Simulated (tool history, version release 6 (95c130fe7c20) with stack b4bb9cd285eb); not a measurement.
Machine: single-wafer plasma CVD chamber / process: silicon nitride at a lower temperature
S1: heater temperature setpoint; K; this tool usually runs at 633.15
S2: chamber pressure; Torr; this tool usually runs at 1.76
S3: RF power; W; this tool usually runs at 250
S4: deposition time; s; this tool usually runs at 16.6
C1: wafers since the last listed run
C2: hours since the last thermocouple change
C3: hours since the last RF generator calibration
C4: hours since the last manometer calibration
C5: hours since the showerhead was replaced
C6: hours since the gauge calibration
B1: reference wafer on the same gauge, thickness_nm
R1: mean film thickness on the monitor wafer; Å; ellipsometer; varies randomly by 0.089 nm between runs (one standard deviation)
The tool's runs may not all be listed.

Run 1, hour 0: usual settings; C1 0; C2 1038.6; C3 1747.3; C4 1243.1; C5 2548.1; C6 279.3; B1 20.834. Result: R1 194.24 Å.
At hour 24.4: RF generator calibrated.
Run 2, hour 24.9: usual settings; C1 490; C2 1063.5; C3 0.5; C4 1268; C5 2573; C6 304.2; B1 20.837. Result: R1 194.45 Å.
Run 3, hour 48.9: usual settings; C1 696; C2 1087.5; C3 24.5; C4 1292; C5 2597; C6 328.2; B1 20.848. Result: R1 193.9 Å.
Run 4, hour 61.7: usual settings; C1 371; C2 1100.3; C3 37.3; C4 1304.8; C5 2609.8; C6 341; B1 20.898. Result: R1 194.5 Å.
Run 5, hour 80.7: usual settings; C1 551; C2 1119.3; C3 56.3; C4 1323.8; C5 2628.8; C6 360; B1 20.912. Result: R1 193.73 Å.
Run 6, hour 110.1: usual settings but S1 637.15 K, S2 1.32 Torr, S3 225 W, S4 13.3 s; C1 852; C2 1148.7; C3 85.7; C4 1353.2; C5 2658.2; C6 389.4; B1 20.921. Result: R1 122.73 Å.
Run 7, hour 129.2: usual settings but S1 622.15 K, S2 2.09 Torr, S3 290 W; C1 554; C2 1167.8; C3 104.8; C4 1372.3; C5 2677.3; C6 408.5; B1 20.904. Result: R1 233.13 Å.
Run 8, hour 155.9: usual settings; C1 774; C2 1194.5; C3 131.5; C4 1399; C5 2704; C6 435.2; B1 20.956. Result: R1 194.64 Å.
At hour 189.2: thermocouple changed; heater temperature recalibrated.
Run 9, hour 189.7: usual settings; C1 748; C2 0.5; C3 165.3; C4 1432.8; C5 2737.8; C6 469; B1 20.974. Result: R1 195.45 Å.
Run 10, hour 219.8: usual settings but S1 627.15 K, S3 205 W, S4 14.6 s; C1 873; C2 30.6; C3 195.4; C4 1462.9; C5 2767.9; C6 499.1; B1 20.958. Result: R1 148.19 Å.
Run 11, hour 244.3: usual settings; C1 710; C2 55.1; C3 219.9; C4 1487.4; C5 2792.4; C6 523.6; B1 20.985. Result: R1 196.77 Å.
At hour 268.8: capacitance manometer re-zeroed and calibrated.
Run 12, hour 286.7: usual settings; C1 997; C2 97.5; C3 262.3; C4 17.9; C5 2834.8; C6 566; B1 20.994. Result: R1 195.78 Å.
Run 13, hour 330.3: usual settings but S1 626.15 K, S3 235 W, S4 15.4 s; C1 1264; C2 141.1; C3 305.9; C4 61.5; C5 2878.4; C6 609.6; B1 21.009. Result: R1 173.84 Å.
Run 14, hour 343.2: usual settings; C1 374; C2 154; C3 318.8; C4 74.4; C5 2891.3; C6 622.5; B1 20.996. Result: R1 195.87 Å.
At hour 360.3: showerhead replaced.
Run 15, hour 432.1: usual settings but S1 620.15 K, S2 1.59 Torr, S3 265 W, S4 15.6 s; C1 2346; C2 242.9; C3 407.7; C4 163.3; C5 71.8; C6 711.4; B1 21.028. Result: R1 183.96 Å.
Run 16, hour 464: usual settings but S3 265 W; C1 925; C2 274.8; C3 439.6; C4 195.2; C5 103.7; C6 743.3; B1 21.065. Result: R1 205.36 Å.
Run 17, hour 485.7: usual settings but S1 620.15 K, S2 2 Torr; C1 629; C2 296.5; C3 461.3; C4 216.9; C5 125.4; C6 765; B1 21.037. Result: R1 208.51 Å.
Run 18, hour 504.4: usual settings; C1 542; C2 315.2; C3 480; C4 235.6; C5 144.1; C6 783.7; B1 21.057. Result: R1 194.43 Å.
At hour 515.1: gauge calibrated.
Run 19, hour 526.8: usual settings but S1 624.15 K, S2 1.32 Torr, S4 18.1 s; C1 649; C2 337.6; C3 502.4; C4 258; C5 166.5; C6 11.7; B1 20.343. Result: R1 177.48 Å.
Run 20, hour 546.8: usual settings but S1 626.15 K, S2 2.02 Torr, S3 285 W, S4 19.8 s; C1 580; C2 357.6; C3 522.4; C4 278; C5 186.5; C6 31.7; B1 20.397. Result: R1 263.84 Å.
Run 21, hour 571.9: usual settings but S1 619.15 K; C1 728; C2 382.7; C3 547.5; C4 303.1; C5 211.6; C6 56.8; B1 20.411. Result: R1 191.53 Å.
Run 22, hour 591: usual settings; C1 554; C2 401.8; C3 566.6; C4 322.2; C5 230.7; C6 75.9; B1 20.492. Result: R1 189.32 Å.
Run 23, hour 619.9: usual settings but S1 620.15 K; C1 838; C2 430.7; C3 595.5; C4 351.1; C5 259.6; C6 104.8; B1 20.516. Result: R1 192.24 Å.
Run 24, hour 697.1: usual settings; C1 2239; C2 507.9; C3 672.7; C4 428.3; C5 336.8; C6 182; B1 20.651. Result: R1 192.8 Å.
Run 25, hour 713: usual settings; C1 461; C2 523.8; C3 688.6; C4 444.2; C5 352.7; C6 197.9; B1 20.664. Result: R1 193.2 Å.
Run 26, hour 812.9: usual settings but S1 646.15 K, S3 265 W, S4 18.6 s; C1 2897; C2 623.7; C3 788.5; C4 544.1; C5 452.6; C6 297.8; B1 20.772. Result: R1 222.2 Å.

Estimate the outcome of run 27 from the log above:
Run 27, hour 840.5: usual settings but S1 645.15 K, S3 225 W; C1 800; C2 651.3; C3 816.1; C4 571.7; C5 480.2; C6 325.4; B1 ?. Result: R1 ?.

Logged for run 27: B1 20.808, R1 178.21 Å.
Without the tool's hidden state the same run would have given R1 174.79 Å.
